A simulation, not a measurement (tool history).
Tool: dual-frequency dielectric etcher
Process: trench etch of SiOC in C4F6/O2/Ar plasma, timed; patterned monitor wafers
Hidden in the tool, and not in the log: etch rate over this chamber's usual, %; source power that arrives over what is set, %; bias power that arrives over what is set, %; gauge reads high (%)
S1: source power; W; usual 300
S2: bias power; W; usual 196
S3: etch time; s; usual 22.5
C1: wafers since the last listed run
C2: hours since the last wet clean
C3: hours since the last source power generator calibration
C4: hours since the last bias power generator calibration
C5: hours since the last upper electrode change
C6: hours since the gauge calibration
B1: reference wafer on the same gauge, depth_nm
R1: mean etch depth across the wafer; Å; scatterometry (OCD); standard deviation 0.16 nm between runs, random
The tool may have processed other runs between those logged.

Run 1, hour 0.0: usual settings but S1 260 W, S2 167 W; C1 0; C2 454.2; C3 5221.0; C4 4527.1; C5 3963.1; C6 782.8; B1 53.65. Result: R1 416.1 Å.
Run 2, hour 29.9: usual settings but S1 260 W, S2 167 W; C1 497; C2 484.1; C3 5250.9; C4 4557.0; C5 3993.0; C6 812.7; B1 53.62. Result: R1 413.9 Å.
Run 3, hour 42.1: usual settings but S1 260 W, S2 167 W; C1 203; C2 496.3; C3 5263.1; C4 4569.2; C5 4005.2; C6 824.9; B1 53.60. Result: R1 413.4 Å.
At hour 81.1: gauge calibrated.
At hour 82.8: wet clean of the chamber.
Run 4, hour 83.3: usual settings but S2 210 W, S3 18.5 s; C1 286; C2 0.5; C3 5304.3; C4 4610.4; C5 4046.4; C6 2.2; B1 53.58. Result: R1 386.8 Å.
Run 5, hour 87.6: usual settings but S2 210 W, S3 18.5 s; C1 71; C2 4.8; C3 5308.6; C4 4614.7; C5 4050.7; C6 6.5; B1 53.64. Result: R1 387.5 Å.
Run 6, hour 118.2: usual settings but S1 320 W; C1 509; C2 35.4; C3 5339.2; C4 4645.3; C5 4081.3; C6 37.1; B1 53.62. Result: R1 468.8 Å.
At hour 144.7: source power generator calibrated.
Run 7, hour 150.8: usual settings but S1 320 W; C1 475; C2 68.0; C3 6.1; C4 4677.9; C5 4113.9; C6 69.7; B1 53.62. Result: R1 470.0 Å.
Run 8, hour 168.2: usual settings but S1 320 W; C1 289; C2 85.4; C3 23.5; C4 4695.3; C5 4131.3; C6 87.1; B1 53.63. Result: R1 467.1 Å.
Run 9, hour 192.6: usual settings; C1 406; C2 109.8; C3 47.9; C4 4719.7; C5 4155.7; C6 111.5; B1 53.58. Result: R1 458.5 Å.
Run 10, hour 237.2: usual settings but S1 340 W, S3 29.0 s; C1 742; C2 154.4; C3 92.5; C4 4764.3; C5 4200.3; C6 156.1; B1 53.58. Result: R1 618.1 Å.
Run 11, hour 259.3: usual settings but S1 330 W, S2 170 W, S3 19.5 s; C1 367; C2 176.5; C3 114.6; C4 4786.4; C5 4222.4; C6 178.2; B1 53.62. Result: R1 392.2 Å.
At hour 291.3: bias power generator calibrated.
At hour 298.2: upper electrode replaced.
Run 12, hour 298.7: usual settings but S1 380 W, S2 171 W, S3 19.5 s; C1 475; C2 215.9; C3 154.0; C4 7.4; C5 0.5; C6 217.6; B1 53.62. Result: R1 411.5 Å.
Run 13, hour 307.4: usual settings; C1 144; C2 224.6; C3 162.7; C4 16.1; C5 9.2; C6 226.3; B1 53.52. Result: R1 457.5 Å.
Run 14, hour 333.6: usual settings but S2 240 W; C1 435; C2 250.8; C3 188.9; C4 42.3; C5 35.4; C6 252.5; B1 53.65. Result: R1 491.7 Å.
Run 15, hour 356.6: usual settings; C1 382; C2 273.8; C3 211.9; C4 65.3; C5 58.4; C6 275.5; B1 53.60. Result: R1 458.7 Å.
Run 16, hour 382.7: usual settings but S2 233 W; C1 434; C2 299.9; C3 238.0; C4 91.4; C5 84.5; C6 301.6; B1 53.63. Result: R1 484.8 Å.
Run 17, hour 398.3: usual settings; C1 259; C2 315.5; C3 253.6; C4 107.0; C5 100.1; C6 317.2; B1 53.60. Result: R1 459.3 Å.
Run 18, hour 428.3: usual settings but S1 380 W, S3 25.5 s; C1 499; C2 345.5; C3 283.6; C4 137.0; C5 130.1; C6 347.2; B1 53.65. Result: R1 565.7 Å.
Run 19, hour 446.8: usual settings but S1 260 W, S2 167 W; C1 307; C2 364.0; C3 302.1; C4 155.5; C5 148.6; C6 365.7; B1 53.58. Result: R1 414.6 Å.
Run 20, hour 465.9: usual settings but S1 330 W, S2 216 W, S3 16.5 s; C1 317; C2 383.1; C3 321.2; C4 174.6; C5 167.7; C6 384.8; B1 53.64. Result: R1 358.4 Å.
Run 21, hour 488.0: usual settings; C1 367; C2 405.2; C3 343.3; C4 196.7; C5 189.8; C6 406.9; B1 53.62. Result: R1 460.8 Å.
Run 22, hour 511.6: usual settings but S1 340 W, S2 211 W, S3 20.0 s; C1 392; C2 428.8; C3 366.9; C4 220.3; C5 213.4; C6 430.5; B1 53.59. Result: R1 437.7 Å.
Run 23, hour 534.1: usual settings but S1 370 W, S2 178 W, S3 27.5 s; C1 374; C2 451.3; C3 389.4; C4 242.8; C5 235.9; C6 453.0; B1 53.58. Result: R1 584.0 Å.
Run 24, hour 568.6: usual settings; C1 574; C2 485.8; C3 423.9; C4 277.3; C5 270.4; C6 487.5; B1 53.59. Result: R1 455.6 Å.
Run 25, hour 594.9: usual settings but S1 260 W, S2 166 W, S3 20.5 s; C1 437; C2 512.1; C3 450.2; C4 303.6; C5 296.7; C6 513.8; B1 53.54. Result: R1 374.5 Å.
At hour 625.5: wet clean of the chamber.
Run 26, hour 626.0: usual settings; C1 118; C2 0.5; C3 481.3; C4 334.7; C5 327.8; C6 544.9; B1 53.67. Result: R1 458.7 Å.
Run 27, hour 650.9: usual settings; C1 414; C2 25.4; C3 506.2; C4 359.6; C5 352.7; C6 569.8; B1 53.57. Result: R1 457.9 Å.
Run 28, hour 665.0: usual settings but S1 250 W, S2 151 W; C1 234; C2 39.5; C3 520.3; C4 373.7; C5 366.8; C6 583.9; B1 53.61. Result: R1 396.1 Å.
Run 29, hour 688.0: usual settings but S1 230 W, S2 220 W; C1 382; C2 62.5; C3 543.3; C4 396.7; C5 389.8; C6 606.9; B1 53.61. Result: R1 437.8 Å.

Consider 5 possible next runs. They are alternatives, not a sequence: every one starts from the tool as it was left by run 29. What does each give?
Run A, hour 688.4: usual settings; C1 6; C2 62.9; C3 543.7; C4 397.1; C5 390.2; C6 607.3; B1 ?. Result: R1 ?.
Run B, hour 688.4: usual settings but S3 26.0 s; C1 6; C2 62.9; C3 543.7; C4 397.1; C5 390.2; C6 607.3; B1 ?. Result: R1 ?.
Run C, hour 688.4: usual settings but S1 230 W, S2 161 W; C1 6; C2 62.9; C3 543.7; C4 397.1; C5 390.2; C6 607.3; B1 ?. Result: R1 ?.
Run D, hour 688.4: usual settings but S2 219 W, S3 25.0 s; C1 6; C2 62.9; C3 543.7; C4 397.1; C5 390.2; C6 607.3; B1 ?. Result: R1 ?.
Run E, hour 688.4: usual settings but S2 156 W; C1 6; C2 62.9; C3 543.7; C4 397.1; C5 390.2; C6 607.3; B1 ?. Result: R1 ?.

run     B1     R1
  A  53.69  456.5
  B  53.69  527.5
  C  53.69  390.1
  D  53.69  526.7
  E  53.69  423.3
Take away the tool's hidden state, keep each run's random variation, and the runs would have read:
run     R1
  A  456.5
  B  527.5
  C  390.1
  D  526.7
  E  423.3
